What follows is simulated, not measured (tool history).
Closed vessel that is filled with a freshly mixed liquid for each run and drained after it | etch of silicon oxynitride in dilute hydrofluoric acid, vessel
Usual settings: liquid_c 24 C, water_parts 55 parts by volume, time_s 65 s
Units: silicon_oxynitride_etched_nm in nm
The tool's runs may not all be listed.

run,hour,liquid_c,water_parts,time_s,"read-back film thickness of the silicon oxynitride reference wafer, read on the same gauge (nm)",silicon_oxynitride_etched_nm
1,0,24,55,65,100.014,4.539
# hour 38.8: gauge calibrated
2,61,24,55,65,100.039,4.476
3,87,20.5,55,65,99.972,3.763
4,139.3,20.5,55,65,99.992,3.836
5,205.7,20.5,55,65,99.985,3.786
6,244.8,22,55,65,99.993,4.136
7,284.8,22,55,65,100.006,4.099
8,351.1,24,55,65,100.058,4.524
9,384,24,55,65,99.975,4.65
# hour 398: thermometer replaced
10,448.8,24,55,65,100.028,4.582
# hour 509.5: hydrofluoric acid flow meter replaced
11,589.6,24,55,65,99.992,4.124
12,617.7,24,55,65,99.982,4.125
13,646.2,24,55,65,100.019,4.109
14,779.7,24,55,65,100.013,4.186
15,828.9,25.5,55,65,100.015,4.528
16,877.2,28.5,35,65,99.985,8.207
17,940,19.5,55,55,99.996,2.877
18,986,29,75,35,100.005,2.09
# hour 1024.9: gauge calibrated
19,1049.4,24,75,95,100.011,4.416
20,1088.1,24,55,65,99.979,4.214
# hour 1128.7: thermometer replaced
21,1143.8,28,65,40,99.992,2.673
22,1179.8,24,55,65,99.981,4.212
23,1205.2,25.5,45,65,99.992,5.702
24,1244.5,25.5,70,30,100.012,1.673
25,1289.1,28,55,65,100.019,5.237
26,1326.4,24,70,65,100.063,3.3
27,1350.8,24,55,65,100.009,4.292
28,1386.6,25.5,80,85,99.989,4.107
29,1438.1,22.5,55,65,99.986,4.013
30,1484.4,28,75,65,100.045,3.778
31,1511.3,21,45,85,99.979,6.024

The tool's hidden state at each run:
liquid hotter than its thermometer reads (K): 0 in every run
gauge reads high (%): 0 in every run
H1: hydrofluoric acid flow above the setpoint (%)
run,H1
1,9.12
2,9.47
3,9.62
4,9.93
5,10.3
6,10.5
7,10.8
8,11.1
9,11.3
10,11.7
11,0.489
12,0.651
13,0.815
14,1.58
15,1.87
16,2.15
17,2.51
18,2.77
19,3.14
20,3.36
21,3.68
22,3.89
23,4.03
24,4.26
25,4.52
26,4.73
27,4.87
28,5.08
29,5.37
30,5.64
31,5.8
